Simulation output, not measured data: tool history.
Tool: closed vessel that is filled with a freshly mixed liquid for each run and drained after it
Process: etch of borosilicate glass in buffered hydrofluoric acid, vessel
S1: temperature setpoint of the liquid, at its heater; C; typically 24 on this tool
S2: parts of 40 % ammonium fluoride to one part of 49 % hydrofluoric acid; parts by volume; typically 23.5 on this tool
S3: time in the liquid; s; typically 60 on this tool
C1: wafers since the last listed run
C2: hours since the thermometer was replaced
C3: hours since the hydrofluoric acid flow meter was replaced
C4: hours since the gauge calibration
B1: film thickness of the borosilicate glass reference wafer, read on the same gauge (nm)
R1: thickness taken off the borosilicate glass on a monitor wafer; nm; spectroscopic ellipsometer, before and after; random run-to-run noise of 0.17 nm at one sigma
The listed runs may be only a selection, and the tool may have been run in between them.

{"run": 1, "hour": 0.0, "S1": 24, "S2": 29, "S3": 60, "C1": 0, "C2": 427.5, "C3": 1271.9, "C4": 232.4, "B1": 150.02, "R1": 29.28}
{"run": 2, "hour": 40.4, "S1": 24, "S2": 29, "S3": 60, "C1": 5323, "C2": 467.9, "C3": 1312.3, "C4": 272.8, "B1": 150, "R1": 29.64}
{"run": 3, "hour": 104.7, "S1": 24, "S2": 29, "S3": 60, "C1": 8473, "C2": 532.2, "C3": 1376.6, "C4": 337.1, "B1": 150.03, "R1": 29.02}
{"run": 4, "hour": 209.6, "S1": 24, "S2": 30, "S3": 60, "C1": 13823, "C2": 637.1, "C3": 1481.5, "C4": 442, "B1": 150.01, "R1": 28.86}
{"run": 5, "hour": 261.6, "S1": 24, "S2": 30, "S3": 60, "C1": 6852, "C2": 689.1, "C3": 1533.5, "C4": 494, "B1": 150.02, "R1": 28.9}
{"run": 6, "hour": 331.9, "S1": 24, "S2": 23.5, "S3": 60, "C1": 9264, "C2": 759.4, "C3": 1603.8, "C4": 564.3, "B1": 149.99, "R1": 34.28}
{"run": 7, "hour": 388.2, "S1": 24, "S2": 23.5, "S3": 60, "C1": 7419, "C2": 815.7, "C3": 1660.1, "C4": 620.6, "B1": 150, "R1": 34.35}
{"run": 8, "hour": 567.7, "S1": 24, "S2": 23.5, "S3": 60, "C1": 23654, "C2": 995.2, "C3": 1839.6, "C4": 800.1, "B1": 149.99, "R1": 34.56}
{"run": 9, "hour": 611.3, "S1": 24, "S2": 23.5, "S3": 60, "C1": 5745, "C2": 1038.8, "C3": 1883.2, "C4": 843.7, "B1": 150, "R1": 34.89}
{"run": 10, "hour": 698.2, "S1": 24, "S2": 23.5, "S3": 60, "C1": 11451, "C2": 1125.7, "C3": 1970.1, "C4": 930.6, "B1": 150, "R1": 34.93}
{"run": 11, "hour": 762.3, "S1": 24, "S2": 28.5, "S3": 60, "C1": 8447, "C2": 1189.8, "C3": 2034.2, "C4": 994.7, "B1": 150.02, "R1": 30.41}
{"run": 12, "hour": 862.7, "S1": 26, "S2": 14.5, "S3": 30, "C1": 13230, "C2": 1290.2, "C3": 2134.6, "C4": 1095.1, "B1": 149.95, "R1": 29.95}
{"run": 13, "hour": 952.8, "S1": 24, "S2": 23.5, "S3": 60, "C1": 11873, "C2": 1380.3, "C3": 2224.7, "C4": 1185.2, "B1": 150.02, "R1": 35.35}
{"run": 14, "hour": 1018.9, "S1": 24, "S2": 23.5, "S3": 40, "C1": 8710, "C2": 1446.4, "C3": 2290.8, "C4": 1251.3, "B1": 150.01, "R1": 23.58}
{"run": 15, "hour": 1067.0, "S1": 24, "S2": 20.5, "S3": 75, "C1": 6338, "C2": 1494.5, "C3": 2338.9, "C4": 1299.4, "B1": 149.98, "R1": 48.89}
{"hour": 1094.6, "done": "hydrofluoric acid flow meter replaced"}
{"hour": 1154.8, "done": "thermometer replaced"}
{"hour": 1166.0, "done": "gauge calibrated"}
{"run": 16, "hour": 1208.3, "S1": 24, "S2": 28.5, "S3": 60, "C1": 18356, "C2": 53.5, "C3": 113.7, "C4": 42.3, "B1": 150, "R1": 29.29}
{"run": 17, "hour": 1298.6, "S1": 19.5, "S2": 16.5, "S3": 90, "C1": 11899, "C2": 143.8, "C3": 204, "C4": 132.6, "B1": 149.99, "R1": 52.9}
{"run": 18, "hour": 1389.0, "S1": 24, "S2": 23.5, "S3": 50, "C1": 11912, "C2": 234.2, "C3": 294.4, "C4": 223, "B1": 150.02, "R1": 27.71}
{"run": 19, "hour": 1448.2, "S1": 26, "S2": 14.5, "S3": 30, "C1": 7801, "C2": 293.4, "C3": 353.6, "C4": 282.2, "B1": 150.03, "R1": 28.88}
{"run": 20, "hour": 1540.2, "S1": 28.5, "S2": 17, "S3": 45, "C1": 12123, "C2": 385.4, "C3": 445.6, "C4": 374.2, "B1": 150.01, "R1": 41.86}

Consider 3 possible next runs. They are alternatives, not a sequence: every one starts from the tool as it was left by run 20. What does each give?
{"run": "A", "hour": 1540.9, "S1": 24, "S2": 23.5, "S3": 60, "C1": 92, "C2": 386.1, "C3": 446.3, "C4": 374.9, "B1": "?", "R1": "?"}
{"run": "B", "hour": 1540.9, "S1": 22, "S2": 27.5, "S3": 85, "C1": 92, "C2": 386.1, "C3": 446.3, "C4": 374.9, "B1": "?", "R1": "?"}
{"run": "C", "hour": 1540.9, "S1": 24, "S2": 30, "S3": 95, "C1": 92, "C2": 386.1, "C3": 446.3, "C4": 374.9, "B1": "?", "R1": "?"}

run=A B1=149.98 R1=33.87
run=B B1=149.98 R1=38.61
run=C B1=149.98 R1=45.29
Take away the tool's hidden state, keep each run's random variation, and the runs would have read:
run=A R1=33.26
run=B R1=37.9
run=C R1=44.47
